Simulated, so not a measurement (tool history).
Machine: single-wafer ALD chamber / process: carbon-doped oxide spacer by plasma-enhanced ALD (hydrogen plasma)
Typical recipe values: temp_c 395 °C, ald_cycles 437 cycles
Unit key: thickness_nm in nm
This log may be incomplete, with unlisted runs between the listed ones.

run	hour	temp_c	ald_cycles	wafers since the last listed run	hours since the last thermocouple change	hours since the gauge calibration	read-back reference wafer on the same gauge, thickness_nm	thickness_nm
1	0.0	399	482	0	221.9	2748.8	24.489	22.473
2	61.3	399	482	48	283.2	2810.1	24.491	22.554
3	155.9	399	482	74	377.8	2904.7	24.452	22.478
4	264.9	395	437	86	486.8	3013.7	24.432	20.384
5	356.0	395	437	72	577.9	3104.8	24.416	20.215
6	428.5	395	437	57	650.4	3177.3	24.395	20.264
7	469.3	395	437	32	691.2	3218.1	24.378	20.404
8	556.2	395	437	68	778.1	3305.0	24.369	20.193
9	649.2	384	437	73	871.1	3398.0	24.370	20.314
10	734.9	405	437	67	956.8	3483.7	24.328	20.159
11	815.6	405	437	63	1037.5	3564.4	24.321	20.012
12	915.8	405	437	79	1137.7	3664.6	24.279	20.127
# hour 975.3: gauge calibrated
13	986.3	395	437	55	1208.2	11.0	24.648	20.542
14	1076.7	395	437	71	1298.6	101.4	24.668	20.591
# hour 1116.4: thermocouple changed; heater temperature recalibrated
15	1163.5	395	437	62	47.1	188.2	24.671	20.613
16	1265.1	395	474	80	148.7	289.8	24.664	22.336
17	1305.5	395	474	32	189.1	330.2	24.647	22.296
18	1410.5	404	437	83	294.1	435.2	24.622	20.289
19	1491.0	404	437	63	374.6	515.7	24.629	20.359
20	1531.3	405	467	31	414.9	556.0	24.630	21.668
21	1600.4	395	513	54	484.0	625.1	24.647	24.101
22	1638.6	391	437	30	522.2	663.3	24.648	20.507
23	1698.3	405	397	47	581.9	723.0	24.636	18.450
24	1745.0	395	461	37	628.6	769.7	24.614	21.640
25	1792.3	395	437	37	675.9	817.0	24.641	20.505
26	1837.2	384	387	35	720.8	861.9	24.633	18.148
27	1937.5	395	437	79	821.1	962.2	24.609	20.561
28	2028.7	395	462	72	912.3	1053.4	24.613	21.656
29	2088.4	408	369	47	972.0	1113.1	24.610	16.966
30	2174.5	395	437	68	1058.1	1199.2	24.619	20.468
# hour 2320.4: thermocouple changed; heater temperature recalibrated
31	2394.9	391	355	168	74.5	1419.6	24.599	16.582
32	2485.0	406	480	71	164.6	1509.7	24.572	22.098
33	2584.1	395	437	78	263.7	1608.8	24.571	20.485
34	2677.7	406	473	74	357.3	1702.4	24.570	21.871
35	2848.4	387	437	135	528.0	1873.1	24.523	20.506
36	2938.1	386	474	71	617.7	1962.8	24.516	22.097
37	2992.6	402	459	43	672.2	2017.3	24.538	21.423
38	3062.3	390	368	55	741.9	2087.0	24.491	17.187
39	3162.0	406	437	79	841.6	2186.7	24.516	20.134

Hidden state, per run?
wafer temperature above the value expected at the setpoint (K): 0 in every run
H1: gauge reads high (%)
run	H1
1	-0.883
2	-0.925
3	-0.993
4	-1.07
5	-1.14
6	-1.2
7	-1.23
8	-1.3
9	-1.38
10	-1.45
11	-1.53
12	-1.62
13	-0.199
14	-0.2
15	-0.203
16	-0.209
17	-0.212
18	-0.222
19	-0.232
20	-0.237
21	-0.248
22	-0.254
23	-0.264
24	-0.273
25	-0.282
26	-0.291
27	-0.314
28	-0.337
29	-0.353
30	-0.378
31	-0.45
32	-0.483
33	-0.522
34	-0.56
35	-0.636
36	-0.679
37	-0.706
38	-0.742
39	-0.795

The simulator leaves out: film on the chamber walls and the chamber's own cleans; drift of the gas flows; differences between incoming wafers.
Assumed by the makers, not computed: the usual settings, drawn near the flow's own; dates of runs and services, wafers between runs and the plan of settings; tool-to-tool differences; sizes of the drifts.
